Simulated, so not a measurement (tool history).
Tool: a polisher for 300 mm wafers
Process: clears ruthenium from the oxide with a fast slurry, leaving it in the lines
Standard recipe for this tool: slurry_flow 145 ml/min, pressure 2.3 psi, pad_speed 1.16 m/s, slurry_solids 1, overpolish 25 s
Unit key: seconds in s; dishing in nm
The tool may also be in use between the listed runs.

| run | hour | slurry_flow | pressure | pad_speed | slurry_solids | overpolish | wafers since the last listed run | wafers polished on this pad | hours since the slurry nozzle was cleaned | hours since the head pressure was calibrated | hours since the slurry blender was calibrated | incoming thickness of the incoming film, nm | seconds | dishing |
|---|---|---|---|---|---|---|---|---|---|---|---|---|---|---|
| 1 | 0 | 145 | 2.3 | 1.16 | 1 | 25 | 0 | 1205 | 87.6 | 551.4 | 117.6 | 130.6 | 34.7 | 76.2 |
|  | 29.8 | worn pad replaced by a new one |
| 2 | 40.2 | 145 | 2.3 | 1.16 | 1 | 25 | 207 | 59 | 127.8 | 591.6 | 157.8 | 131.3 | 35.1 | 72.1 |
|  | 99.2 | head pressure recalibrated |
| 3 | 135.9 | 145 | 2.3 | 1.16 | 1 | 25 | 535 | 595 | 223.5 | 36.7 | 253.5 | 129.8 | 33.7 | 79.5 |
|  | 192.8 | slurry blender recalibrated |
|  | 199.4 | slurry nozzle cleaned |
| 4 | 201.7 | 145 | 2.3 | 1.16 | 1 | 25 | 359 | 954 | 2.3 | 102.5 | 8.9 | 130.2 | 31.6 | 83.4 |
|  | 247.8 | worn pad replaced by a new one |
| 5 | 268 | 165 | 2.3 | 1.16 | 1 | 25 | 356 | 115 | 68.6 | 168.8 | 75.2 | 130.8 | 31.3 | 82.7 |
| 6 | 319.8 | 145 | 2.5 | 1.16 | 1 | 25 | 296 | 411 | 120.4 | 220.6 | 127 | 129 | 29.9 | 82 |
| 7 | 380.1 | 145 | 2.5 | 1.16 | 1 | 25 | 344 | 756 | 180.7 | 280.9 | 187.3 | 130.8 | 30.3 | 82.7 |
| 8 | 430.6 | 145 | 2.3 | 1.16 | 1 | 25 | 288 | 1045 | 231.2 | 331.4 | 237.8 | 129.3 | 33.7 | 77.4 |
| 9 | 458.7 | 145 | 2.3 | 1.16 | 1 | 25 | 160 | 1206 | 259.3 | 359.5 | 265.9 | 129.6 | 34.3 | 78.2 |
|  | 477.6 | slurry blender recalibrated |
|  | 491.8 | slurry nozzle cleaned |
| 10 | 504.7 | 145 | 2.3 | 1.16 | 1 | 25 | 245 | 1452 | 12.9 | 405.5 | 27.1 | 129.7 | 32.5 | 78.3 |
|  | 533.1 | worn pad replaced by a new one |
| 11 | 559.3 | 145 | 2.3 | 1.16 | 1 | 25 | 289 | 149 | 67.5 | 460.1 | 81.7 | 128.1 | 33.2 | 77.6 |
| 12 | 613.9 | 145 | 2.3 | 1.16 | 1 | 25 | 312 | 462 | 122.1 | 514.7 | 136.3 | 130.3 | 34.7 | 74.3 |
| 13 | 673.4 | 120 | 2.3 | 1.5 | 0.8 | 25 | 340 | 802 | 181.6 | 574.2 | 195.8 | 129.6 | 33.9 | 73.5 |
| 14 | 716.5 | 115 | 1.5 | 1.16 | 1.3 | 34 | 246 | 1048 | 224.7 | 617.3 | 238.9 | 129.3 | 48 | 70.1 |
|  | 741.9 | slurry blender recalibrated |
| 15 | 782.2 | 120 | 1.5 | 1.16 | 1.1 | 25 | 364 | 1413 | 290.4 | 683 | 40.3 | 128.2 | 50.3 | 53.4 |
|  | 791.3 | worn pad replaced by a new one |
| 16 | 815.6 | 120 | 2.3 | 1.16 | 1 | 34 | 168 | 138 | 323.8 | 716.4 | 73.7 | 129 | 37.2 | 91.8 |
|  | 824.6 | slurry nozzle cleaned |
|  | 880.1 | head pressure recalibrated |
| 17 | 886 | 130 | 2.3 | 1.36 | 1 | 25 | 385 | 524 | 61.4 | 5.9 | 144.1 | 130.3 | 28.7 | 87.4 |
| 18 | 948.9 | 175 | 2 | 1.16 | 1.15 | 25 | 359 | 884 | 124.3 | 68.8 | 207 | 129 | 33.1 | 78.8 |
| 19 | 997.3 | 145 | 2.3 | 1.16 | 1 | 25 | 276 | 1161 | 172.7 | 117.2 | 255.4 | 132.3 | 33.6 | 79 |
|  | 1012.9 | worn pad replaced by a new one |
|  | 1021.8 | slurry blender recalibrated |
| 20 | 1063.4 | 145 | 2.3 | 1.16 | 1 | 13 | 343 | 277 | 238.8 | 183.3 | 41.6 | 130.4 | 31.9 | 45.3 |
| 21 | 1130.7 | 165 | 2.3 | 0.98 | 0.85 | 35 | 384 | 662 | 306.1 | 250.6 | 108.9 | 130 | 40.2 | 87 |
|  | 1166.2 | slurry nozzle cleaned |
| 22 | 1175.4 | 145 | 1.8 | 1.5 | 0.7 | 14 | 249 | 912 | 9.2 | 295.3 | 153.6 | 130.6 | 42.8 | 37.3 |
| 23 | 1236.2 | 125 | 2.3 | 1.16 | 1 | 25 | 347 | 1260 | 70 | 356.1 | 214.4 | 132.1 | 36 | 73.6 |
| 24 | 1270.3 | 120 | 1.5 | 1.16 | 1.1 | 25 | 195 | 1455 | 104.1 | 390.2 | 248.5 | 129.8 | 49.5 | 53.4 |

Below are 5 alternative next runs, each starting from the tool's condition after run 24. Predict each:
| A | 1270.7 | 145 | 2.6 | 1.16 | 1 | 25 | 2 | 1457 | 104.5 | 390.6 | 248.9 | 128.4 | ? | ? |
| B | 1270.7 | 145 | 2.3 | 1.16 | 0.9 | 25 | 2 | 1457 | 104.5 | 390.6 | 248.9 | 128.4 | ? | ? |
| C | 1270.7 | 145 | 1.9 | 0.92 | 1 | 32 | 2 | 1457 | 104.5 | 390.6 | 248.9 | 128.4 | ? | ? |
| D | 1270.7 | 145 | 2.3 | 1.16 | 0.8 | 25 | 2 | 1457 | 104.5 | 390.6 | 248.9 | 128.4 | ? | ? |
| E | 1270.7 | 190 | 2.3 | 1.16 | 1 | 40 | 2 | 1457 | 104.5 | 390.6 | 248.9 | 128.4 | ? | ? |

| run | seconds | dishing |
|---|---|---|
| A | 30.6 | 82.5 |
| B | 36.4 | 71.1 |
| C | 48.2 | 69 |
| D | 39.2 | 66.6 |
| E | 32.6 | 114.4 |
With the hidden condition removed and each run's random variation left untouched, the same runs would have given:
| run | seconds | dishing |
|---|---|---|
| A | 27.5 | 90.2 |
| B | 32.5 | 78.3 |
| C | 43.3 | 75.7 |
| D | 34.8 | 73.8 |
| E | 29.3 | 124.2 |

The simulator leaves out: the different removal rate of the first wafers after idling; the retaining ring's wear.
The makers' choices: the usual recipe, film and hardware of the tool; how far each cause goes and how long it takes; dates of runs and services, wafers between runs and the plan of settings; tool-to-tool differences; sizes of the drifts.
